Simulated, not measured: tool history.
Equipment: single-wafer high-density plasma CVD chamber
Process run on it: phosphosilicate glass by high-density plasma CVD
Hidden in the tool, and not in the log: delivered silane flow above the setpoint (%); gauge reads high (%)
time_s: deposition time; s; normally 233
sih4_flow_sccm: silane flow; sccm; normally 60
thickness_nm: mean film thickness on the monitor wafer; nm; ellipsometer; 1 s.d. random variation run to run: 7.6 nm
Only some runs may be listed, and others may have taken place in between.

| run | hour | time_s | sih4_flow_sccm | wafers since the last listed run | hours since the silane flow controller was replaced | hours since the gauge calibration | read-back reference wafer on the same gauge, thickness_nm | thickness_nm |
|---|---|---|---|---|---|---|---|---|
| 1 | 0.0 | 233 | 60 | 0 | 3372.0 | 932.4 | 1265.183 | 1426.972 |
| 2 | 30.2 | 233 | 60 | 242 | 3402.2 | 962.6 | 1267.152 | 1415.481 |
| 3 | 54.1 | 233 | 60 | 191 | 3426.1 | 986.5 | 1266.467 | 1423.009 |
| 4 | 74.0 | 233 | 60 | 159 | 3446.0 | 1006.4 | 1268.455 | 1414.072 |
| 5 | 107.9 | 233 | 64 | 271 | 3479.9 | 1040.3 | 1275.664 | 1467.569 |
| 6 | 136.5 | 233 | 64 | 229 | 3508.5 | 1068.9 | 1276.750 | 1490.126 |
| 7 | 170.6 | 233 | 64 | 273 | 3542.6 | 1103.0 | 1276.402 | 1479.522 |
| 8 | 197.1 | 265 | 60 | 212 | 3569.1 | 1129.5 | 1282.394 | 1618.178 |
| 9 | 214.5 | 265 | 60 | 139 | 3586.5 | 1146.9 | 1282.544 | 1625.435 |
| 10 | 246.8 | 233 | 60 | 258 | 3618.8 | 1179.2 | 1281.018 | 1431.618 |
| 11 | 264.1 | 233 | 60 | 138 | 3636.1 | 1196.5 | 1283.571 | 1435.506 |
| 12 | 324.7 | 233 | 60 | 485 | 3696.7 | 1257.1 | 1288.603 | 1440.961 |
| 13 | 338.5 | 233 | 60 | 110 | 3710.5 | 1270.9 | 1292.769 | 1449.218 |
| 14 | 369.7 | 233 | 60 | 250 | 3741.7 | 1302.1 | 1294.735 | 1445.034 |
| 15 | 464.6 | 199 | 60 | 760 | 3836.6 | 1397.0 | 1301.397 | 1240.550 |
| 16 | 490.1 | 199 | 60 | 204 | 3862.1 | 1422.5 | 1305.035 | 1236.772 |
|  | 509.1 | gauge calibrated |
|  | 522.0 | silane flow controller replaced |
| 17 | 522.5 | 199 | 60 | 195 | 0.5 | 13.4 | 1238.732 | 1181.836 |
| 18 | 542.9 | 223 | 60 | 163 | 20.9 | 33.8 | 1236.520 | 1312.443 |
| 19 | 565.5 | 233 | 60 | 181 | 43.5 | 56.4 | 1239.831 | 1384.394 |
| 20 | 586.5 | 233 | 60 | 168 | 64.5 | 77.4 | 1242.020 | 1382.632 |
| 21 | 650.5 | 233 | 60 | 512 | 128.5 | 141.4 | 1242.254 | 1384.761 |
| 22 | 673.0 | 233 | 60 | 180 | 151.0 | 163.9 | 1236.461 | 1387.973 |
| 23 | 706.0 | 189 | 64 | 264 | 184.0 | 196.9 | 1238.890 | 1161.485 |
| 24 | 732.4 | 193 | 50 | 211 | 210.4 | 223.3 | 1244.553 | 1033.828 |
| 25 | 750.5 | 204 | 60 | 145 | 228.5 | 241.4 | 1239.302 | 1214.367 |
| 26 | 822.6 | 275 | 65 | 577 | 300.6 | 313.5 | 1242.559 | 1715.994 |
| 27 | 837.3 | 261 | 69 | 117 | 315.3 | 328.2 | 1242.883 | 1690.618 |
| 28 | 860.8 | 233 | 60 | 188 | 338.8 | 351.7 | 1245.823 | 1389.593 |
| 29 | 889.6 | 215 | 69 | 230 | 367.6 | 380.5 | 1244.281 | 1407.889 |
| 30 | 923.2 | 233 | 55 | 269 | 401.2 | 414.1 | 1244.342 | 1309.155 |
| 31 | 1008.8 | 233 | 60 | 685 | 486.8 | 499.7 | 1248.327 | 1393.911 |
| 32 | 1032.2 | 233 | 64 | 187 | 510.2 | 523.1 | 1251.241 | 1448.357 |
| 33 | 1126.2 | 233 | 60 | 753 | 604.2 | 617.1 | 1252.780 | 1409.454 |
| 34 | 1159.4 | 209 | 60 | 266 | 637.4 | 650.3 | 1252.995 | 1248.126 |
| 35 | 1194.8 | 233 | 70 | 283 | 672.8 | 685.7 | 1258.418 | 1542.281 |
| 36 | 1228.4 | 233 | 60 | 269 | 706.4 | 719.3 | 1256.289 | 1404.747 |
| 37 | 1327.4 | 233 | 60 | 793 | 805.4 | 818.3 | 1261.916 | 1416.973 |
| 38 | 1361.3 | 216 | 54 | 271 | 839.3 | 852.2 | 1266.649 | 1234.960 |
| 39 | 1394.4 | 214 | 60 | 265 | 872.4 | 885.3 | 1266.293 | 1290.759 |
| 40 | 1419.1 | 191 | 48 | 197 | 897.1 | 910.0 | 1271.588 | 1016.592 |
| 41 | 1441.9 | 217 | 60 | 182 | 919.9 | 932.8 | 1271.859 | 1325.865 |
| 42 | 1463.0 | 233 | 60 | 169 | 941.0 | 953.9 | 1271.141 | 1419.419 |
| 43 | 1483.1 | 258 | 52 | 161 | 961.1 | 974.0 | 1276.021 | 1448.068 |
| 44 | 1501.8 | 233 | 57 | 149 | 979.8 | 992.7 | 1273.647 | 1389.225 |

Measured minus without-hidden-state, run by run (identical run-to-run variation in each term; gauge scatter may differ):
| run | thickness_nm |
|---|---|
| 1 | +27.855 |
| 2 | +29.886 |
| 3 | +31.886 |
| 4 | +33.239 |
| 5 | +37.307 |
| 6 | +40.353 |
| 7 | +43.068 |
| 8 | +49.719 |
| 9 | +51.695 |
| 10 | +48.449 |
| 11 | +50.176 |
| 12 | +56.132 |
| 13 | +57.807 |
| 14 | +60.735 |
| 15 | +60.541 |
| 16 | +62.686 |
| 17 | -1.372 |
| 18 | -1.487 |
| 19 | -1.486 |
| 20 | -1.371 |
| 21 | -0.810 |
| 22 | -0.536 |
| 23 | -0.047 |
| 24 | +0.291 |
| 25 | +0.638 |
| 26 | +2.889 |
| 27 | +3.307 |
| 28 | +3.359 |
| 29 | +4.260 |
| 30 | +4.969 |
| 31 | +8.422 |
| 32 | +9.744 |
| 33 | +13.793 |
| 34 | +13.706 |
| 35 | +19.004 |
| 36 | +19.184 |
| 37 | +25.412 |
| 38 | +24.102 |
| 39 | +27.257 |
| 40 | +22.720 |
| 41 | +31.174 |
| 42 | +34.935 |
| 43 | +37.187 |
| 44 | +37.082 |
